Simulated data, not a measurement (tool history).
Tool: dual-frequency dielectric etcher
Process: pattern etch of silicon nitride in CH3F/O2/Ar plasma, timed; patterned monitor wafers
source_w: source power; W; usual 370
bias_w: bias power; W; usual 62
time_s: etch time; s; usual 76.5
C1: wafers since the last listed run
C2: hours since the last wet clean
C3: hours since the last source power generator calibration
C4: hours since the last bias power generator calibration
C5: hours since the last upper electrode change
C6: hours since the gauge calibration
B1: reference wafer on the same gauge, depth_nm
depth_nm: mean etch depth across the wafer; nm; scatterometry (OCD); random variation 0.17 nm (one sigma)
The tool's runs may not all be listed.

run 1 day=0.000 | source_w=420 bias_w=62 time_s=76.5 | C1=0 C2=0.5 C3=1618.1 C4=31.7 C5=5189.0 C6=686.3 | B1=60.50 | depth_nm=54.46
run 2 day=0.796 | source_w=370 bias_w=62 time_s=76.5 | C1=268 C2=19.6 C3=1637.2 C4=50.8 C5=5208.1 C6=705.4 | B1=60.50 | depth_nm=50.79
run 3 day=1.512 | source_w=370 bias_w=62 time_s=76.5 | C1=241 C2=36.8 C3=1654.4 C4=68.0 C5=5225.3 C6=722.6 | B1=60.49 | depth_nm=50.43
-- day=2.846 upper electrode replaced
run 4 day=2.867 | source_w=370 bias_w=62 time_s=76.5 | C1=119 C2=69.3 C3=1686.9 C4=100.5 C5=0.5 C6=755.1 | B1=60.53 | depth_nm=50.18
run 5 day=3.500 | source_w=370 bias_w=62 time_s=76.5 | C1=213 C2=84.5 C3=1702.1 C4=115.7 C5=15.7 C6=770.3 | B1=60.54 | depth_nm=50.35
run 6 day=4.138 | source_w=370 bias_w=53 time_s=76.5 | C1=215 C2=99.8 C3=1717.4 C4=131.0 C5=31.0 C6=785.6 | B1=60.57 | depth_nm=47.54
run 7 day=4.942 | source_w=370 bias_w=53 time_s=76.5 | C1=271 C2=119.1 C3=1736.7 C4=150.3 C5=50.3 C6=804.9 | B1=60.47 | depth_nm=47.52
run 8 day=5.446 | source_w=370 bias_w=53 time_s=76.5 | C1=170 C2=131.2 C3=1748.8 C4=162.4 C5=62.4 C6=817.0 | B1=60.47 | depth_nm=47.36
run 9 day=6.608 | source_w=310 bias_w=71 time_s=95.5 | C1=392 C2=159.1 C3=1776.7 C4=190.3 C5=90.3 C6=844.9 | B1=60.45 | depth_nm=58.79
run 10 day=7.446 | source_w=370 bias_w=54 time_s=71.0 | C1=282 C2=179.2 C3=1796.8 C4=210.4 C5=110.4 C6=865.0 | B1=60.44 | depth_nm=43.86
run 11 day=8.288 | source_w=320 bias_w=62 time_s=93.5 | C1=284 C2=199.4 C3=1817.0 C4=230.6 C5=130.6 C6=885.2 | B1=60.53 | depth_nm=55.75
run 12 day=9.271 | source_w=440 bias_w=56 time_s=89.5 | C1=331 C2=223.0 C3=1840.6 C4=254.2 C5=154.2 C6=908.8 | B1=60.52 | depth_nm=62.06
run 13 day=9.883 | source_w=370 bias_w=54 time_s=60.0 | C1=206 C2=237.7 C3=1855.3 C4=268.9 C5=168.9 C6=923.5 | B1=60.48 | depth_nm=37.10
-- day=10.933 gauge calibrated
run 14 day=10.958 | source_w=370 bias_w=62 time_s=88.5 | C1=362 C2=263.5 C3=1881.1 C4=294.7 C5=194.7 C6=0.6 | B1=60.49 | depth_nm=57.54
run 15 day=11.975 | source_w=370 bias_w=48 time_s=61.0 | C1=343 C2=287.9 C3=1905.5 C4=319.1 C5=219.1 C6=25.0 | B1=60.50 | depth_nm=36.14
-- day=12.475 source power generator calibrated
run 16 day=12.812 | source_w=370 bias_w=70 time_s=55.5 | C1=226 C2=308.0 C3=8.1 C4=339.2 C5=239.2 C6=45.1 | B1=60.52 | depth_nm=37.76
run 17 day=13.488 | source_w=370 bias_w=66 time_s=82.5 | C1=227 C2=324.2 C3=24.3 C4=355.4 C5=255.4 C6=61.3 | B1=60.49 | depth_nm=54.47
run 18 day=14.567 | source_w=450 bias_w=51 time_s=68.5 | C1=364 C2=350.1 C3=50.2 C4=381.3 C5=281.3 C6=87.2 | B1=60.53 | depth_nm=46.00
run 19 day=15.650 | source_w=330 bias_w=62 time_s=76.5 | C1=365 C2=376.1 C3=76.2 C4=407.3 C5=307.3 C6=113.2 | B1=60.46 | depth_nm=45.90
run 20 day=16.721 | source_w=450 bias_w=62 time_s=76.5 | C1=361 C2=401.8 C3=101.9 C4=433.0 C5=333.0 C6=138.9 | B1=60.50 | depth_nm=55.04
-- day=17.779 wet clean of the chamber
run 21 day=17.850 | source_w=370 bias_w=76 time_s=76.5 | C1=43 C2=1.7 C3=129.0 C4=460.1 C5=360.1 C6=166.0 | B1=60.48 | depth_nm=54.83
run 22 day=19.112 | source_w=370 bias_w=57 time_s=76.5 | C1=426 C2=32.0 C3=159.3 C4=490.4 C5=390.4 C6=196.3 | B1=60.47 | depth_nm=49.20
run 23 day=20.404 | source_w=370 bias_w=62 time_s=76.5 | C1=436 C2=63.0 C3=190.3 C4=521.4 C5=421.4 C6=227.3 | B1=60.61 | depth_nm=50.17
run 24 day=21.075 | source_w=370 bias_w=62 time_s=76.5 | C1=226 C2=79.1 C3=206.4 C4=537.5 C5=437.5 C6=243.4 | B1=60.53 | depth_nm=50.17
run 25 day=22.196 | source_w=370 bias_w=62 time_s=76.5 | C1=378 C2=106.0 C3=233.3 C4=564.4 C5=464.4 C6=270.3 | B1=60.50 | depth_nm=50.43
run 26 day=23.633 | source_w=300 bias_w=52 time_s=76.5 | C1=485 C2=140.5 C3=267.8 C4=598.9 C5=498.9 C6=304.8 | B1=60.45 | depth_nm=40.76
run 27 day=24.654 | source_w=370 bias_w=62 time_s=76.5 | C1=344 C2=165.0 C3=292.3 C4=623.4 C5=523.4 C6=329.3 | B1=60.47 | depth_nm=50.12
run 28 day=25.542 | source_w=370 bias_w=62 time_s=76.5 | C1=299 C2=186.3 C3=313.6 C4=644.7 C5=544.7 C6=350.6 | B1=60.49 | depth_nm=50.24
run 29 day=26.846 | source_w=370 bias_w=71 time_s=90.0 | C1=440 C2=217.6 C3=344.9 C4=676.0 C5=576.0 C6=381.9 | B1=60.48 | depth_nm=61.67
run 30 day=27.592 | source_w=290 bias_w=47 time_s=69.0 | C1=251 C2=235.5 C3=362.8 C4=693.9 C5=593.9 C6=399.8 | B1=60.47 | depth_nm=34.43

4 ways to go on from here, each from the tool as it stands after run 30. What would each give?
run A day=27.608 | source_w=320 bias_w=62 time_s=76.5 | C1=5 C2=235.9 C3=363.2 C4=694.3 C5=594.3 C6=400.2 | B1=? | depth_nm=?
run B day=27.608 | source_w=370 bias_w=68 time_s=95.0 | C1=5 C2=235.9 C3=363.2 C4=694.3 C5=594.3 C6=400.2 | B1=? | depth_nm=?
run C day=27.608 | source_w=370 bias_w=47 time_s=98.0 | C1=5 C2=235.9 C3=363.2 C4=694.3 C5=594.3 C6=400.2 | B1=? | depth_nm=?
run D day=27.608 | source_w=340 bias_w=74 time_s=92.5 | C1=5 C2=235.9 C3=363.2 C4=694.3 C5=594.3 C6=400.2 | B1=? | depth_nm=?

run=A B1=60.43 depth_nm=45.36
run=B B1=60.43 depth_nm=64.01
run=C B1=60.43 depth_nm=57.64
run=D B1=60.43 depth_nm=61.08
Without the tool's hidden state the same runs would have given:
run=A depth_nm=46.02
run=B depth_nm=64.94
run=C depth_nm=58.48
run=D depth_nm=61.96

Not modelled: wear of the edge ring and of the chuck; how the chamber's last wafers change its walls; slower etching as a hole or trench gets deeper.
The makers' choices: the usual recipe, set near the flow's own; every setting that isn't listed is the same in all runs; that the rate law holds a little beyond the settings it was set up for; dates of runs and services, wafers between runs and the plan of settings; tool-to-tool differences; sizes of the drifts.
